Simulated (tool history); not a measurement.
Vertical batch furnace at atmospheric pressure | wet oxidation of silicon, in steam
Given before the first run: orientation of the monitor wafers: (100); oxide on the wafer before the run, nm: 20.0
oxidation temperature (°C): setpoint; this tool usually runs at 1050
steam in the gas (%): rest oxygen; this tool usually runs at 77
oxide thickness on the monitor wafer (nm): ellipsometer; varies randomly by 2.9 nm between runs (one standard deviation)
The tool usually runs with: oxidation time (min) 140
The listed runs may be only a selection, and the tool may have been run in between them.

run     day  oxidation temperature (°C)  oxidation time (min)  steam in the gas (%)  wafers since the last listed run  hours since the last temperature calibration  hours since the steam generator was serviced  hours since the gauge calibration  read-back reference wafer on the same gauge, thickness  oxide thickness on the monitor wafer (nm)
  1       0                        1050                   140                    77                                 0                                        1573.5                                        2326.4                             1002.5                                                  719.04                                     750.91
  2   2.071                        1050                   140                    77                               538                                        1623.2                                        2376.1                             1052.2                                                  718.62                                     749.48
  3   3.112                        1050                   140                    77                               270                                        1648.2                                        2401.1                             1077.2                                                  719.06                                      751.8
  4    4.25                        1050                  88.5                    77                               295                                        1675.5                                        2428.4                             1104.5                                                  718.34                                     576.33
  5   7.246                        1050                  88.5                    77                               779                                        1747.4                                        2500.3                             1176.4                                                  719.23                                     575.57
  6   8.925                        1050                  88.5                    77                               436                                        1787.7                                        2540.6                             1216.7                                                  718.77                                     573.04
  7  11.121                        1050                   140                    77                               571                                        1840.4                                        2593.3                             1269.4                                                  720.36                                     749.04
  8  12.533                        1050                   140                    80                               367                                        1874.3                                        2627.2                             1303.3                                                  718.95                                     765.04
  9  13.771                        1050                   140                    80                               321                                          1904                                        2656.9                               1333                                                  719.26                                     771.11
 10  15.838                        1069                   140                    77                               537                                        1953.6                                        2706.5                             1382.6                                                  719.05                                     810.24
 11  17.771                        1069                   140                    77                               502                                          2000                                        2752.9                               1429                                                  719.38                                     816.64
 12  20.575                        1050                   140                    77                               729                                        2067.3                                        2820.2                             1496.3                                                  719.23                                     752.18
 13  21.925                        1050                   140                    77                               351                                        2099.7                                        2852.6                             1528.7                                                  719.88                                      752.7
 14  23.525                        1050                   140                    77                               416                                        2138.1                                          2891                             1567.1                                                  718.69                                     753.75
     25.404  -- thermocouples replaced and temperature profile calibrated
 15  25.738                        1065                   121                    77                               315                                             8                                        2944.1                             1620.2                                                   718.8                                     739.85
 16   28.15                        1041                   140                    77                               627                                          65.9                                          3002                             1678.1                                                  718.55                                     718.68
 17  30.179                        1041                   140                    77                               527                                         114.6                                        3050.7                             1726.8                                                  719.41                                     723.62
 18  31.183                        1043                    82                    77                               261                                         138.7                                        3074.8                             1750.9                                                  719.72                                     528.18
      34.25  -- steam generator serviced
 19  34.271                        1036                   165                    80                               542                                         212.8                                           0.5                               1825                                                  718.93                                     795.49
     38.908  -- gauge calibrated
 20  40.312                        1050                   140                    77                              1571                                         357.8                                         145.5                               33.7                                                  720.07                                     749.33
 21  42.446                        1058                   140                    81                               554                                           409                                         196.7                               84.9                                                  719.84                                     800.53
 22  44.242                        1050                   140                    77                               467                                         452.1                                         239.8                                128                                                  719.32                                     747.64
 23  46.217                        1033                   140                    69                               513                                         499.5                                         287.2                              175.4                                                  718.79                                     648.67
 24  47.704                        1058                 192.5                    68                               386                                         535.2                                         322.9                              211.1                                                  719.04                                     864.84
 25  49.025                        1066                   140                    72                               343                                         566.9                                         354.6                              242.8                                                  719.74                                     775.42
 26  51.071                        1069                   140                    77                               532                                           616                                         403.7                              291.9                                                  719.02                                     811.48
 27  53.967                        1037                   140                    77                               753                                         685.5                                         473.2                              361.4                                                  718.57                                     705.84
 28  56.942                        1026                 120.5                    77                               773                                         756.9                                         544.6                              432.8                                                  718.61                                     611.13
 29  58.467                        1050                   140                    77                               396                                         793.5                                         581.2                              469.4                                                  718.99                                     747.46
 30  61.417                        1050                   140                    80                               767                                         864.3                                           652                              540.2                                                  718.81                                     766.38
 31  63.704                        1050                   140                    77                               594                                         919.2                                         706.9                              595.1                                                  717.96                                     748.07
 32  65.767                        1058                 114.5                    67                               536                                         968.7                                         756.4                              644.6                                                  720.51                                     639.59
 33  67.846                        1037                  78.5                    68                               540                                        1018.6                                         806.3                              694.5                                                  719.75                                     464.64
 34  69.779                        1050                   140                    83                               502                                          1065                                         852.7                              740.9                                                  718.96                                     783.95
 35  72.521                        1050                   120                    87                               713                                        1130.8                                         918.5                              806.7                                                  719.51                                     736.97
 36  74.529                        1050                   197                    86                               522                                          1179                                         966.7                              854.9                                                  719.39                                     973.59
 37  76.046                        1074                   170                    66                               394                                        1215.4                                        1003.1                              891.3                                                  718.18                                     848.38
 38  78.658                        1050                 104.5                    77                               679                                        1278.1                                        1065.8                                954                                                  719.64                                     635.32

Exercise: give the hidden state of the tool at every run:
true tube temperature minus thermocouple reading, K: 0 across all the runs
steam share off its setpoint, % of the setpoint: 0 across all the runs
gauge reads high (%): 0 across all the runs
